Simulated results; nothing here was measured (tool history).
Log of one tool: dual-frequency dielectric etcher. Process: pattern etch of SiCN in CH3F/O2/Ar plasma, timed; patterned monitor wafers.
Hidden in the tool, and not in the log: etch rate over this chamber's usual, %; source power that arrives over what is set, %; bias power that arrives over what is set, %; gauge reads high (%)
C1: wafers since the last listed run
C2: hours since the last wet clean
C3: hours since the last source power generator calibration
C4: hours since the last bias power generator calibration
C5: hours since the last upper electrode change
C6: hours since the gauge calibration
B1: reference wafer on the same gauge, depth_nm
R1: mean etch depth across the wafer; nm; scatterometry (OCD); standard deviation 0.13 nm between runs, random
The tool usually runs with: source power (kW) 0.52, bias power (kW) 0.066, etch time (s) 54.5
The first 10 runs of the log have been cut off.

run 11 hour=326.5 | source_power_(kW)=0.64 bias_power_(kW)=0.075 etch_time_(s)=43.5 | C1=195 C2=441.8 C3=36.2 C4=3318 C5=233.3 C6=275.8 | B1=17.57 | R1=19.07
run 12 hour=340.7 | source_power_(kW)=0.43 bias_power_(kW)=0.066 etch_time_(s)=48 | C1=105 C2=456 C3=50.4 C4=3332.2 C5=247.5 C6=290 | B1=17.6 | R1=16.68
-- hour=380.4 wet clean of the chamber
run 13 hour=380.9 | source_power_(kW)=0.4 bias_power_(kW)=0.075 etch_time_(s)=45.5 | C1=120 C2=0.5 C3=90.6 C4=3372.4 C5=287.7 C6=330.2 | B1=17.61 | R1=16.61
run 14 hour=381.3 | source_power_(kW)=0.52 bias_power_(kW)=0.066 etch_time_(s)=38.5 | C1=2 C2=0.9 C3=91 C4=3372.8 C5=288.1 C6=330.6 | B1=17.56 | R1=14.74
run 15 hour=397 | source_power_(kW)=0.49 bias_power_(kW)=0.061 etch_time_(s)=50.5 | C1=116 C2=16.6 C3=106.7 C4=3388.5 C5=303.8 C6=346.3 | B1=17.5 | R1=18
run 16 hour=432 | source_power_(kW)=0.43 bias_power_(kW)=0.066 etch_time_(s)=54.5 | C1=259 C2=51.6 C3=141.7 C4=3423.5 C5=338.8 C6=381.3 | B1=17.48 | R1=19.23
-- hour=451 bias power generator calibrated
run 17 hour=454.5 | source_power_(kW)=0.6 bias_power_(kW)=0.066 etch_time_(s)=54.5 | C1=137 C2=74.1 C3=164.2 C4=3.5 C5=361.3 C6=403.8 | B1=17.5 | R1=22.07
run 18 hour=488.1 | source_power_(kW)=0.52 bias_power_(kW)=0.059 etch_time_(s)=54.5 | C1=249 C2=107.7 C3=197.8 C4=37.1 C5=394.9 C6=437.4 | B1=17.49 | R1=19.59
run 19 hour=514 | source_power_(kW)=0.48 bias_power_(kW)=0.059 etch_time_(s)=70 | C1=191 C2=133.6 C3=223.7 C4=63 C5=420.8 C6=463.3 | B1=17.47 | R1=24.32
run 20 hour=541.4 | source_power_(kW)=0.61 bias_power_(kW)=0.066 etch_time_(s)=48 | C1=203 C2=161 C3=251.1 C4=90.4 C5=448.2 C6=490.7 | B1=17.42 | R1=19.39
run 21 hour=564.2 | source_power_(kW)=0.59 bias_power_(kW)=0.066 etch_time_(s)=54.5 | C1=168 C2=183.8 C3=273.9 C4=113.2 C5=471 C6=513.5 | B1=17.37 | R1=21.63
run 22 hour=589 | source_power_(kW)=0.52 bias_power_(kW)=0.066 etch_time_(s)=39 | C1=183 C2=208.6 C3=298.7 C4=138 C5=495.8 C6=538.3 | B1=17.36 | R1=14.79
run 23 hour=619.5 | source_power_(kW)=0.52 bias_power_(kW)=0.066 etch_time_(s)=54.5 | C1=226 C2=239.1 C3=329.2 C4=168.5 C5=526.3 C6=568.8 | B1=17.31 | R1=20.53
-- hour=637.3 gauge calibrated
run 24 hour=648.4 | source_power_(kW)=0.52 bias_power_(kW)=0.066 etch_time_(s)=39.5 | C1=214 C2=268 C3=358.1 C4=197.4 C5=555.2 C6=11.1 | B1=17.67 | R1=15.2
run 25 hour=679.7 | source_power_(kW)=0.61 bias_power_(kW)=0.057 etch_time_(s)=40 | C1=231 C2=299.3 C3=389.4 C4=228.7 C5=586.5 C6=42.4 | B1=17.66 | R1=15.47
run 26 hour=715 | source_power_(kW)=0.43 bias_power_(kW)=0.066 etch_time_(s)=48 | C1=261 C2=334.6 C3=424.7 C4=264 C5=621.8 C6=77.7 | B1=17.59 | R1=16.98
run 27 hour=734.7 | source_power_(kW)=0.52 bias_power_(kW)=0.066 etch_time_(s)=54.5 | C1=146 C2=354.3 C3=444.4 C4=283.7 C5=641.5 C6=97.4 | B1=17.6 | R1=20.74
run 28 hour=769.3 | source_power_(kW)=0.52 bias_power_(kW)=0.066 etch_time_(s)=54.5 | C1=256 C2=388.9 C3=479 C4=318.3 C5=676.1 C6=132 | B1=17.65 | R1=20.84
run 29 hour=793.1 | source_power_(kW)=0.61 bias_power_(kW)=0.07 etch_time_(s)=42 | C1=176 C2=412.7 C3=502.8 C4=342.1 C5=699.9 C6=155.8 | B1=17.57 | R1=17.66
-- hour=827.6 wet clean of the chamber
run 30 hour=828.1 | source_power_(kW)=0.52 bias_power_(kW)=0.066 etch_time_(s)=54.5 | C1=81 C2=0.5 C3=537.8 C4=377.1 C5=734.9 C6=190.8 | B1=17.6 | R1=21.05

Each row is a separate what-if for the run after 30, all from the same tool condition, not one after another. Results?
run A hour=828.5 | source_power_(kW)=0.52 bias_power_(kW)=0.066 etch_time_(s)=71 | C1=2 C2=0.9 C3=538.2 C4=377.5 C5=735.3 C6=191.2 | B1=? | R1=?
run B hour=828.5 | source_power_(kW)=0.45 bias_power_(kW)=0.051 etch_time_(s)=65.5 | C1=2 C2=0.9 C3=538.2 C4=377.5 C5=735.3 C6=191.2 | B1=? | R1=?
run C hour=828.5 | source_power_(kW)=0.61 bias_power_(kW)=0.066 etch_time_(s)=54.5 | C1=2 C2=0.9 C3=538.2 C4=377.5 C5=735.3 C6=191.2 | B1=? | R1=?
run D hour=828.5 | source_power_(kW)=0.52 bias_power_(kW)=0.081 etch_time_(s)=47.5 | C1=2 C2=0.9 C3=538.2 C4=377.5 C5=735.3 C6=191.2 | B1=? | R1=?

run=A B1=17.57 R1=27.03
run=B B1=17.57 R1=20.66
run=C B1=17.57 R1=22.18
run=D B1=17.57 R1=19.93
What these runs would have given with no unlogged condition in the tool:
run=A R1=27.18
run=B R1=20.78
run=C R1=22.3
run=D R1=20.05

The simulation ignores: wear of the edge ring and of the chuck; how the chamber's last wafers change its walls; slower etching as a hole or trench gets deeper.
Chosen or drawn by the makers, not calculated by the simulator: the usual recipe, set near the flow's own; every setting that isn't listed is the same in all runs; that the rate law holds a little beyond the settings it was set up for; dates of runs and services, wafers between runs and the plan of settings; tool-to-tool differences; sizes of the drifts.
